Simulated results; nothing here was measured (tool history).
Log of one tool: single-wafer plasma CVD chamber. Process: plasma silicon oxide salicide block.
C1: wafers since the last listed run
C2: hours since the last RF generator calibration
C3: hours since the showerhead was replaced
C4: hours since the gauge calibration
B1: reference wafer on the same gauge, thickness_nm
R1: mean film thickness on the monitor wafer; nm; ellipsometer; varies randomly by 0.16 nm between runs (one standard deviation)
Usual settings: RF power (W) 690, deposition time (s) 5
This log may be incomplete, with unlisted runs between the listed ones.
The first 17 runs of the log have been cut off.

run 18 hour=218.8 | RF_power_(W)=690 deposition_time_(s)=5 | C1=429 C2=2846.1 C3=8373.2 C4=298.6 | B1=52.122 | R1=49.548
-- hour=235.7 gauge calibrated
-- hour=239.9 RF generator calibrated
-- hour=246.3 showerhead replaced
run 19 hour=246.8 | RF_power_(W)=630 deposition_time_(s)=5.41 | C1=596 C2=6.9 C3=0.5 C4=11.1 | B1=52.106 | R1=51.523
run 20 hour=247.1 | RF_power_(W)=570 deposition_time_(s)=5 | C1=13 C2=7.2 C3=0.8 C4=11.4 | B1=52.076 | R1=45.743
run 21 hour=251.2 | RF_power_(W)=590 deposition_time_(s)=5.79 | C1=179 C2=11.3 C3=4.9 C4=15.5 | B1=52.055 | R1=53.808
run 22 hour=263.2 | RF_power_(W)=640 deposition_time_(s)=5.77 | C1=525 C2=23.3 C3=16.9 C4=27.5 | B1=52.119 | R1=55.151
run 23 hour=278.4 | RF_power_(W)=820 deposition_time_(s)=5.54 | C1=666 C2=38.5 C3=32.1 C4=42.7 | B1=52.157 | R1=58.341
run 24 hour=290.3 | RF_power_(W)=690 deposition_time_(s)=5 | C1=521 C2=50.4 C3=44 C4=54.6 | B1=52.162 | R1=49.393
run 25 hour=307.6 | RF_power_(W)=615 deposition_time_(s)=4.32 | C1=758 C2=67.7 C3=61.3 C4=71.9 | B1=52.195 | R1=40.544
run 26 hour=315.6 | RF_power_(W)=690 deposition_time_(s)=5.37 | C1=350 C2=75.7 C3=69.3 C4=79.9 | B1=52.098 | R1=52.585
run 27 hour=332.8 | RF_power_(W)=800 deposition_time_(s)=5.89 | C1=753 C2=92.9 C3=86.5 C4=97.1 | B1=52.088 | R1=61.295
run 28 hour=365.3 | RF_power_(W)=825 deposition_time_(s)=5.49 | C1=1424 C2=125.4 C3=119 C4=129.6 | B1=52.156 | R1=58.11
run 29 hour=381.2 | RF_power_(W)=690 deposition_time_(s)=5.69 | C1=696 C2=141.3 C3=134.9 C4=145.5 | B1=52.028 | R1=55.873
run 30 hour=392.9 | RF_power_(W)=745 deposition_time_(s)=5.42 | C1=512 C2=153 C3=146.6 C4=157.2 | B1=52.078 | R1=54.987
run 31 hour=405.6 | RF_power_(W)=815 deposition_time_(s)=5.66 | C1=556 C2=165.7 C3=159.3 C4=169.9 | B1=52.068 | R1=59.474
run 32 hour=412.9 | RF_power_(W)=690 deposition_time_(s)=5 | C1=319 C2=173 C3=166.6 C4=177.2 | B1=52.078 | R1=49.106
run 33 hour=424.1 | RF_power_(W)=735 deposition_time_(s)=5.99 | C1=490 C2=184.2 C3=177.8 C4=188.4 | B1=52.195 | R1=60.444
run 34 hour=438.7 | RF_power_(W)=640 deposition_time_(s)=4.09 | C1=639 C2=198.8 C3=192.4 C4=203 | B1=52.018 | R1=39.237
run 35 hour=456.7 | RF_power_(W)=690 deposition_time_(s)=5 | C1=788 C2=216.8 C3=210.4 C4=221 | B1=52.088 | R1=49.672
run 36 hour=474.7 | RF_power_(W)=795 deposition_time_(s)=4.75 | C1=788 C2=234.8 C3=228.4 C4=239 | B1=52.126 | R1=49.311
run 37 hour=490.8 | RF_power_(W)=690 deposition_time_(s)=5 | C1=705 C2=250.9 C3=244.5 C4=255.1 | B1=52.056 | R1=49.35

Branching from run 37: 4 alternative next runs. What would each branch give?
run A hour=491.2 | RF_power_(W)=690 deposition_time_(s)=5 | C1=17 C2=251.3 C3=244.9 C4=255.5 | B1=? | R1=?
run B hour=491.2 | RF_power_(W)=765 deposition_time_(s)=5.55 | C1=17 C2=251.3 C3=244.9 C4=255.5 | B1=? | R1=?
run C hour=491.2 | RF_power_(W)=690 deposition_time_(s)=5.7 | C1=17 C2=251.3 C3=244.9 C4=255.5 | B1=? | R1=?
run D hour=491.2 | RF_power_(W)=570 deposition_time_(s)=5.86 | C1=17 C2=251.3 C3=244.9 C4=255.5 | B1=? | R1=?

run=A B1=52.14 R1=49.349
run=B B1=52.14 R1=56.963
run=C B1=52.14 R1=56.258
run=D B1=52.14 R1=53.625
Stripped of hidden state, with their random variation kept, the same runs would have yielded:
run=A R1=49.349
run=B R1=56.963
run=C R1=56.258
run=D R1=53.625
